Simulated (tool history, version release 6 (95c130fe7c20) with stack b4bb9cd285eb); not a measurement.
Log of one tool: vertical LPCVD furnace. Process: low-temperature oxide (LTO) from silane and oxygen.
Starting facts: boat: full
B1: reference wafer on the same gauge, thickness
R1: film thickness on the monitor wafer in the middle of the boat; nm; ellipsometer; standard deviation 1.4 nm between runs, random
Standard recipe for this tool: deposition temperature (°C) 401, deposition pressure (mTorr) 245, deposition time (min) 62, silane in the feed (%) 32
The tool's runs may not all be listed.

{"run": 1, "hour": 0.0, "deposition temperature (°C)": 401, "deposition pressure (mTorr)": 245, "deposition time (min)": 62, "silane in the feed (%)": 35, "B1": 519.13, "R1": 536.08}
{"run": 2, "hour": 7.6, "deposition temperature (°C)": 401, "deposition pressure (mTorr)": 245, "deposition time (min)": 62, "silane in the feed (%)": 35, "B1": 518.52, "R1": 539.3}
{"run": 3, "hour": 25.9, "deposition temperature (°C)": 401, "deposition pressure (mTorr)": 245, "deposition time (min)": 62, "silane in the feed (%)": 32, "B1": 519.06, "R1": 475.41}
{"run": 4, "hour": 39.1, "deposition temperature (°C)": 401, "deposition pressure (mTorr)": 245, "deposition time (min)": 62, "silane in the feed (%)": 32, "B1": 519.19, "R1": 477.27}
{"run": 5, "hour": 52.2, "deposition temperature (°C)": 401, "deposition pressure (mTorr)": 245, "deposition time (min)": 62, "silane in the feed (%)": 32, "B1": 519.61, "R1": 475.3}
{"hour": 79.1, "done": "silane flow controller replaced"}
{"run": 6, "hour": 79.6, "deposition temperature (°C)": 401, "deposition pressure (mTorr)": 245, "deposition time (min)": 62, "silane in the feed (%)": 32, "B1": 518.97, "R1": 474.76}
{"hour": 101.0, "done": "gauge calibrated"}
{"run": 7, "hour": 105.9, "deposition temperature (°C)": 401, "deposition pressure (mTorr)": 245, "deposition time (min)": 62, "silane in the feed (%)": 32, "B1": 519.2, "R1": 477.34}
{"run": 8, "hour": 116.2, "deposition temperature (°C)": 401, "deposition pressure (mTorr)": 245, "deposition time (min)": 62, "silane in the feed (%)": 32, "B1": 519.66, "R1": 475.46}
{"run": 9, "hour": 154.3, "deposition temperature (°C)": 408, "deposition pressure (mTorr)": 245, "deposition time (min)": 62, "silane in the feed (%)": 32, "B1": 519.72, "R1": 515.8}
{"run": 10, "hour": 205.8, "deposition temperature (°C)": 392, "deposition pressure (mTorr)": 185, "deposition time (min)": 68.5, "silane in the feed (%)": 28, "B1": 519.34, "R1": 285.47}
{"hour": 234.0, "done": "thermocouples replaced and temperature profile calibrated"}
{"run": 11, "hour": 234.5, "deposition temperature (°C)": 394, "deposition pressure (mTorr)": 285, "deposition time (min)": 62, "silane in the feed (%)": 32, "B1": 518.95, "R1": 515.88}
{"run": 12, "hour": 239.2, "deposition temperature (°C)": 401, "deposition pressure (mTorr)": 245, "deposition time (min)": 62, "silane in the feed (%)": 36, "B1": 519.12, "R1": 558.47}
{"run": 13, "hour": 245.9, "deposition temperature (°C)": 401, "deposition pressure (mTorr)": 305, "deposition time (min)": 48, "silane in the feed (%)": 32, "B1": 519.2, "R1": 464.09}
{"run": 14, "hour": 259.0, "deposition temperature (°C)": 401, "deposition pressure (mTorr)": 245, "deposition time (min)": 62, "silane in the feed (%)": 32, "B1": 518.9, "R1": 473.8}
{"run": 15, "hour": 274.9, "deposition temperature (°C)": 404, "deposition pressure (mTorr)": 275, "deposition time (min)": 44, "silane in the feed (%)": 32, "B1": 519.91, "R1": 395.39}
{"run": 16, "hour": 282.0, "deposition temperature (°C)": 412, "deposition pressure (mTorr)": 215, "deposition time (min)": 79.5, "silane in the feed (%)": 26, "B1": 518.59, "R1": 443.33}
{"run": 17, "hour": 291.9, "deposition temperature (°C)": 394, "deposition pressure (mTorr)": 245, "deposition time (min)": 62, "silane in the feed (%)": 37, "B1": 518.92, "R1": 532.38}
{"run": 18, "hour": 301.7, "deposition temperature (°C)": 398, "deposition pressure (mTorr)": 245, "deposition time (min)": 62, "silane in the feed (%)": 32, "B1": 519.54, "R1": 456.99}
{"run": 19, "hour": 320.8, "deposition temperature (°C)": 401, "deposition pressure (mTorr)": 245, "deposition time (min)": 62, "silane in the feed (%)": 32, "B1": 518.38, "R1": 472.09}
{"hour": 348.8, "done": "pressure gauge zeroed"}
{"run": 20, "hour": 349.3, "deposition temperature (°C)": 401, "deposition pressure (mTorr)": 260, "deposition time (min)": 62, "silane in the feed (%)": 38, "B1": 518.13, "R1": 674.88}
{"run": 21, "hour": 354.0, "deposition temperature (°C)": 413, "deposition pressure (mTorr)": 230, "deposition time (min)": 82, "silane in the feed (%)": 32, "B1": 518.33, "R1": 718.23}
{"run": 22, "hour": 358.7, "deposition temperature (°C)": 410, "deposition pressure (mTorr)": 245, "deposition time (min)": 62, "silane in the feed (%)": 27, "B1": 518.08, "R1": 438.53}
{"run": 23, "hour": 363.3, "deposition temperature (°C)": 408, "deposition pressure (mTorr)": 245, "deposition time (min)": 62, "silane in the feed (%)": 32, "B1": 518.13, "R1": 549.89}
{"run": 24, "hour": 368.0, "deposition temperature (°C)": 401, "deposition pressure (mTorr)": 245, "deposition time (min)": 62, "silane in the feed (%)": 32, "B1": 518.96, "R1": 504.94}
{"run": 25, "hour": 378.1, "deposition temperature (°C)": 401, "deposition pressure (mTorr)": 225, "deposition time (min)": 62, "silane in the feed (%)": 32, "B1": 519.52, "R1": 462.53}
{"run": 26, "hour": 426.2, "deposition temperature (°C)": 406, "deposition pressure (mTorr)": 270, "deposition time (min)": 62, "silane in the feed (%)": 32, "B1": 519.39, "R1": 586.49}
{"run": 27, "hour": 438.9, "deposition temperature (°C)": 401, "deposition pressure (mTorr)": 245, "deposition time (min)": 62, "silane in the feed (%)": 32, "B1": 518.61, "R1": 502.96}
{"run": 28, "hour": 454.3, "deposition temperature (°C)": 401, "deposition pressure (mTorr)": 190, "deposition time (min)": 62, "silane in the feed (%)": 32, "B1": 519.07, "R1": 389.38}
{"run": 29, "hour": 472.7, "deposition temperature (°C)": 391, "deposition pressure (mTorr)": 275, "deposition time (min)": 76.5, "silane in the feed (%)": 28, "B1": 519.74, "R1": 503.66}
{"run": 30, "hour": 486.8, "deposition temperature (°C)": 401, "deposition pressure (mTorr)": 245, "deposition time (min)": 62, "silane in the feed (%)": 32, "B1": 519.08, "R1": 500.79}
{"run": 31, "hour": 496.9, "deposition temperature (°C)": 401, "deposition pressure (mTorr)": 245, "deposition time (min)": 62, "silane in the feed (%)": 32, "B1": 519.45, "R1": 502.6}
{"run": 32, "hour": 508.3, "deposition temperature (°C)": 401, "deposition pressure (mTorr)": 300, "deposition time (min)": 39, "silane in the feed (%)": 28, "B1": 519.25, "R1": 317.03}

Measured result minus the same run's result without the hidden state. Both carry the same run-to-run variation, though not necessarily the same gauge scatter:
Unlogged tool condition in this case: true tube temperature minus thermocouple reading, K; true pressure minus gauge reading, mTorr; deviation of the silane flow from its setpoint, %; gauge reads high (%).
run=1 R1=-32.98
run=2 R1=-33.19
run=3 R1=-29.3
run=4 R1=-29.44
run=5 R1=-29.35
run=6 R1=-29.37
run=7 R1=-29.58
run=8 R1=-29.49
run=9 R1=-32.06
run=10 R1=-24.07
run=11 R1=-27.46
run=12 R1=-34.89
run=13 R1=-23.02
run=14 R1=-29.63
run=15 R1=-21.9
run=16 R1=-31.92
run=17 R1=-33.36
run=18 R1=-28.65
run=19 R1=-29.62
run=20 R1=+0.94
run=21 R1=+0.87
run=22 R1=+0.34
run=23 R1=+0.25
run=24 R1=+0.06
run=25 R1=-0.31
run=26 R1=-2.11
run=27 R1=-2.42
run=28 R1=-2.92
run=29 R1=-3.14
run=30 R1=-3.94
run=31 R1=-4.28
run=32 R1=-2.38
